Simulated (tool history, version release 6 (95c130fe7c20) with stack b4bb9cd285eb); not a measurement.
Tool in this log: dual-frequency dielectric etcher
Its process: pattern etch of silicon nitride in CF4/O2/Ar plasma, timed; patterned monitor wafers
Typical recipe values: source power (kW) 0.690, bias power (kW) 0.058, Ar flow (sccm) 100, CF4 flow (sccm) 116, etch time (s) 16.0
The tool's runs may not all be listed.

| run | hour | source power (kW) | bias power (kW) | Ar flow (sccm) | CF4 flow (sccm) | etch time (s) | wafers since the last listed run | hours since the last wet clean | hours since the last source power generator calibration | hours since the last bias power generator calibration | hours since the last Ar flow controller change | hours since the last CF4 flow controller change | hours since the last upper electrode change | hours since the gauge calibration | read-back reference wafer on the same gauge, depth_nm | mean etch depth across the wafer (Å) |
|---|---|---|---|---|---|---|---|---|---|---|---|---|---|---|---|---|
| 1 | 0.0 | 0.690 | 0.058 | 117 | 116 | 16.0 | 0 | 277.1 | 4815.6 | 4876.1 | 2419.1 | 4100.4 | 2572.5 | 344.5 | 54.64 | 450.0 |
| 2 | 64.7 | 0.690 | 0.058 | 117 | 116 | 16.0 | 1301 | 341.8 | 4880.3 | 4940.8 | 2483.8 | 4165.1 | 2637.2 | 409.2 | 54.73 | 450.9 |
| 3 | 94.3 | 0.690 | 0.058 | 117 | 116 | 16.0 | 595 | 371.4 | 4909.9 | 4970.4 | 2513.4 | 4194.7 | 2666.8 | 438.8 | 54.62 | 449.7 |
| 4 | 133.2 | 0.690 | 0.058 | 100 | 116 | 16.0 | 782 | 410.3 | 4948.8 | 5009.3 | 2552.3 | 4233.6 | 2705.7 | 477.7 | 54.73 | 459.1 |
| 5 | 192.0 | 0.690 | 0.058 | 100 | 116 | 16.0 | 1182 | 469.1 | 5007.6 | 5068.1 | 2611.1 | 4292.4 | 2764.5 | 536.5 | 54.83 | 462.2 |
| 6 | 219.8 | 0.690 | 0.058 | 100 | 116 | 16.0 | 559 | 496.9 | 5035.4 | 5095.9 | 2638.9 | 4320.2 | 2792.3 | 564.3 | 54.96 | 461.2 |
|  | 285.0 | wet clean of the chamber |
| 7 | 285.5 | 0.690 | 0.058 | 100 | 116 | 16.0 | 838 | 0.5 | 5101.1 | 5161.6 | 2704.6 | 4385.9 | 2858.0 | 630.0 | 54.97 | 462.5 |
| 8 | 327.4 | 0.690 | 0.058 | 100 | 116 | 16.0 | 842 | 42.4 | 5143.0 | 5203.5 | 2746.5 | 4427.8 | 2899.9 | 671.9 | 55.00 | 461.6 |
| 9 | 390.6 | 0.690 | 0.058 | 105 | 116 | 16.0 | 1271 | 105.6 | 5206.2 | 5266.7 | 2809.7 | 4491.0 | 2963.1 | 735.1 | 55.17 | 459.7 |
| 10 | 420.1 | 0.690 | 0.058 | 105 | 116 | 16.0 | 593 | 135.1 | 5235.7 | 5296.2 | 2839.2 | 4520.5 | 2992.6 | 764.6 | 55.20 | 460.1 |
|  | 439.3 | CF4 flow controller replaced |
| 11 | 464.0 | 0.690 | 0.058 | 100 | 116 | 16.0 | 762 | 179.0 | 5279.6 | 5340.1 | 2883.1 | 24.7 | 3036.5 | 808.5 | 55.24 | 461.0 |
| 12 | 517.6 | 0.690 | 0.058 | 100 | 116 | 16.0 | 1078 | 232.6 | 5333.2 | 5393.7 | 2936.7 | 78.3 | 3090.1 | 862.1 | 55.35 | 465.1 |
| 13 | 569.2 | 0.690 | 0.053 | 100 | 116 | 16.0 | 1037 | 284.2 | 5384.8 | 5445.3 | 2988.3 | 129.9 | 3141.7 | 913.7 | 55.44 | 447.7 |
|  | 582.8 | bias power generator calibrated |
| 14 | 621.7 | 0.690 | 0.058 | 117 | 116 | 16.0 | 975 | 336.7 | 5437.3 | 38.9 | 3040.8 | 182.4 | 3194.2 | 966.2 | 55.45 | 454.2 |
|  | 644.2 | Ar flow controller replaced |
|  | 665.0 | source power generator calibrated |
|  | 671.1 | upper electrode replaced |
| 15 | 671.6 | 0.530 | 0.058 | 85 | 116 | 18.5 | 681 | 386.6 | 6.6 | 88.8 | 27.4 | 232.3 | 0.5 | 1016.1 | 55.47 | 469.2 |
|  | 699.4 | gauge calibrated |
| 16 | 705.7 | 0.740 | 0.053 | 100 | 116 | 16.0 | 685 | 420.7 | 40.7 | 122.9 | 61.5 | 266.4 | 34.6 | 6.3 | 53.96 | 457.3 |
|  | 758.6 | wet clean of the chamber |
| 17 | 761.5 | 0.690 | 0.058 | 89 | 116 | 21.0 | 639 | 2.9 | 96.5 | 178.7 | 117.3 | 322.2 | 90.4 | 62.1 | 54.01 | 601.3 |
| 18 | 814.5 | 0.690 | 0.058 | 117 | 116 | 16.0 | 1065 | 55.9 | 149.5 | 231.7 | 170.3 | 375.2 | 143.4 | 115.1 | 54.16 | 443.0 |
| 19 | 886.0 | 0.690 | 0.068 | 76 | 136 | 16.0 | 1438 | 127.4 | 221.0 | 303.2 | 241.8 | 446.7 | 214.9 | 186.6 | 54.29 | 501.6 |
| 20 | 943.1 | 0.550 | 0.058 | 100 | 116 | 18.0 | 1148 | 184.5 | 278.1 | 360.3 | 298.9 | 503.8 | 272.0 | 243.7 | 54.34 | 447.9 |

3 ways to go on from here, each from the tool as it stands after run 20. What would each give?
| A | 943.5 | 0.690 | 0.058 | 100 | 116 | 16.0 | 8 | 184.9 | 278.5 | 360.7 | 299.3 | 504.2 | 272.4 | 244.1 | ? | ? |
| B | 943.5 | 0.760 | 0.058 | 100 | 134 | 16.0 | 8 | 184.9 | 278.5 | 360.7 | 299.3 | 504.2 | 272.4 | 244.1 | ? | ? |
| C | 943.5 | 0.690 | 0.058 | 100 | 92 | 13.0 | 8 | 184.9 | 278.5 | 360.7 | 299.3 | 504.2 | 272.4 | 244.1 | ? | ? |

| run | read-back reference wafer on the same gauge, depth_nm | mean etch depth across the wafer (Å) |
|---|---|---|
| A | 54.40 | 455.9 |
| B | 54.40 | 489.4 |
| C | 54.40 | 364.6 |
The same runs, with their run-to-run variation unchanged, on a tool lacking any hidden condition would have given:
| run | mean etch depth across the wafer (Å) |
|---|---|
| A | 453.3 |
| B | 486.5 |
| C | 362.4 |

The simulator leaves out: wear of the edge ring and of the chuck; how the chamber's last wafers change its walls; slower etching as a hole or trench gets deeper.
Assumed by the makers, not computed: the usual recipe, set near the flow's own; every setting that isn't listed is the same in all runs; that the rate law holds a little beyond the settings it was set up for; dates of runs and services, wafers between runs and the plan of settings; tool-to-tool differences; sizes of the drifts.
